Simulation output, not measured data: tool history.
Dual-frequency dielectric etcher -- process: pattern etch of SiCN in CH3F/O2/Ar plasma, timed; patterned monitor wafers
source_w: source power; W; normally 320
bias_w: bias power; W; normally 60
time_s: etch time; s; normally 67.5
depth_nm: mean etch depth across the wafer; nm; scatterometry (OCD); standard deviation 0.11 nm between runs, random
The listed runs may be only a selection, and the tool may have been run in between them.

| run | day | source_w | bias_w | time_s | wafers since the last listed run | hours since the last wet clean | hours since the last source power generator calibration | hours since the last bias power generator calibration | hours since the last upper electrode change | hours since the gauge calibration | read-back reference wafer on the same gauge, depth_nm | depth_nm |
|---|---|---|---|---|---|---|---|---|---|---|---|---|
| 1 | 0.000 | 290 | 60 | 67.5 | 0 | 414.9 | 2771.4 | 2889.8 | 4080.7 | 104.8 | 20.06 | 20.64 |
|  | 1.104 | upper electrode replaced |
| 2 | 1.125 | 290 | 60 | 67.5 | 28 | 441.9 | 2798.4 | 2916.8 | 0.5 | 131.8 | 20.10 | 20.47 |
| 3 | 1.346 | 290 | 60 | 67.5 | 50 | 447.2 | 2803.7 | 2922.1 | 5.8 | 137.1 | 20.09 | 20.49 |
| 4 | 1.933 | 320 | 69 | 67.5 | 135 | 461.3 | 2817.8 | 2936.2 | 19.9 | 151.2 | 20.09 | 22.35 |
| 5 | 2.542 | 320 | 69 | 67.5 | 139 | 475.9 | 2832.4 | 2950.8 | 34.5 | 165.8 | 20.07 | 22.23 |
| 6 | 2.808 | 320 | 60 | 67.5 | 61 | 482.3 | 2838.8 | 2957.2 | 40.9 | 172.2 | 20.11 | 21.10 |
| 7 | 3.404 | 320 | 60 | 67.5 | 137 | 496.6 | 2853.1 | 2971.5 | 55.2 | 186.5 | 20.09 | 21.21 |
| 8 | 3.733 | 320 | 60 | 67.5 | 75 | 504.5 | 2861.0 | 2979.4 | 63.1 | 194.4 | 20.09 | 21.23 |
| 9 | 4.379 | 320 | 52 | 67.5 | 148 | 520.0 | 2876.5 | 2994.9 | 78.6 | 209.9 | 20.15 | 20.33 |
| 10 | 4.842 | 320 | 52 | 67.5 | 106 | 531.1 | 2887.6 | 3006.0 | 89.7 | 221.0 | 20.11 | 20.41 |
| 11 | 5.104 | 380 | 50 | 87.5 | 60 | 537.4 | 2893.9 | 3012.3 | 96.0 | 227.3 | 20.09 | 27.47 |
| 12 | 5.450 | 280 | 50 | 56.0 | 79 | 545.7 | 2902.2 | 3020.6 | 104.3 | 235.6 | 20.08 | 15.96 |
|  | 5.892 | bias power generator calibrated |
|  | 6.529 | wet clean of the chamber |
| 13 | 6.550 | 320 | 60 | 67.5 | 68 | 0.5 | 2928.6 | 15.8 | 130.7 | 262.0 | 20.11 | 20.34 |
| 14 | 6.562 | 300 | 71 | 76.0 | 2 | 0.8 | 2928.9 | 16.1 | 131.0 | 262.3 | 20.10 | 23.54 |
|  | 7.008 | gauge calibrated |
| 15 | 7.221 | 320 | 60 | 67.5 | 151 | 16.6 | 2944.7 | 31.9 | 146.8 | 5.1 | 20.11 | 20.37 |
| 16 | 7.596 | 250 | 60 | 67.5 | 86 | 25.6 | 2953.7 | 40.9 | 155.8 | 14.1 | 20.09 | 18.98 |
| 17 | 8.238 | 320 | 60 | 67.5 | 147 | 41.0 | 2969.1 | 56.3 | 171.2 | 29.5 | 20.07 | 20.50 |
| 18 | 8.496 | 290 | 75 | 67.5 | 59 | 47.2 | 2975.3 | 62.5 | 177.4 | 35.7 | 20.15 | 21.45 |
|  | 8.704 | source power generator calibrated |
| 19 | 9.021 | 320 | 60 | 67.5 | 82 | 59.8 | 7.6 | 75.1 | 190.0 | 48.3 | 20.14 | 20.50 |
| 20 | 9.638 | 350 | 52 | 67.5 | 141 | 74.6 | 22.4 | 89.9 | 204.8 | 63.1 | 20.06 | 19.90 |
| 21 | 10.283 | 380 | 60 | 67.5 | 148 | 90.1 | 37.9 | 105.4 | 220.3 | 78.6 | 20.09 | 21.55 |
| 22 | 10.762 | 260 | 55 | 62.0 | 110 | 101.6 | 49.4 | 116.9 | 231.8 | 90.1 | 20.10 | 17.21 |
| 23 | 11.212 | 380 | 48 | 87.0 | 103 | 112.4 | 60.2 | 127.7 | 242.6 | 100.9 | 20.10 | 25.65 |
| 24 | 11.804 | 280 | 74 | 78.0 | 136 | 126.6 | 74.4 | 141.9 | 256.8 | 115.1 | 20.11 | 24.52 |
| 25 | 12.071 | 320 | 60 | 67.5 | 61 | 133.0 | 80.8 | 148.3 | 263.2 | 121.5 | 20.10 | 20.63 |
| 26 | 12.746 | 360 | 48 | 49.5 | 155 | 149.2 | 97.0 | 164.5 | 279.4 | 137.7 | 20.12 | 14.54 |
| 27 | 13.312 | 320 | 60 | 52.5 | 130 | 162.8 | 110.6 | 178.1 | 293.0 | 151.3 | 20.04 | 16.08 |
| 28 | 13.600 | 320 | 60 | 67.5 | 66 | 169.7 | 117.5 | 185.0 | 299.9 | 158.2 | 20.17 | 20.76 |
| 29 | 13.925 | 350 | 65 | 67.5 | 74 | 177.5 | 125.3 | 192.8 | 307.7 | 166.0 | 20.04 | 21.77 |

Here are 5 independent what-if runs from the current tool condition. What would each one return?
| A | 13.942 | 340 | 60 | 67.5 | 3 | 177.9 | 125.7 | 193.2 | 308.1 | 166.4 | ? | ? |
| B | 13.942 | 320 | 66 | 67.5 | 3 | 177.9 | 125.7 | 193.2 | 308.1 | 166.4 | ? | ? |
| C | 13.942 | 280 | 67 | 74.5 | 3 | 177.9 | 125.7 | 193.2 | 308.1 | 166.4 | ? | ? |
| D | 13.942 | 260 | 60 | 55.0 | 3 | 177.9 | 125.7 | 193.2 | 308.1 | 166.4 | ? | ? |
| E | 13.942 | 320 | 60 | 76.5 | 3 | 177.9 | 125.7 | 193.2 | 308.1 | 166.4 | ? | ? |

| run | read-back reference wafer on the same gauge, depth_nm | depth_nm |
|---|---|---|
| A | 20.12 | 21.16 |
| B | 20.12 | 21.49 |
| C | 20.12 | 22.97 |
| D | 20.12 | 15.98 |
| E | 20.12 | 23.56 |
Without the tool's unlogged condition, the same runs would have read:
| run | depth_nm |
|---|---|
| A | 20.75 |
| B | 21.08 |
| C | 22.52 |
| D | 15.67 |
| E | 23.10 |

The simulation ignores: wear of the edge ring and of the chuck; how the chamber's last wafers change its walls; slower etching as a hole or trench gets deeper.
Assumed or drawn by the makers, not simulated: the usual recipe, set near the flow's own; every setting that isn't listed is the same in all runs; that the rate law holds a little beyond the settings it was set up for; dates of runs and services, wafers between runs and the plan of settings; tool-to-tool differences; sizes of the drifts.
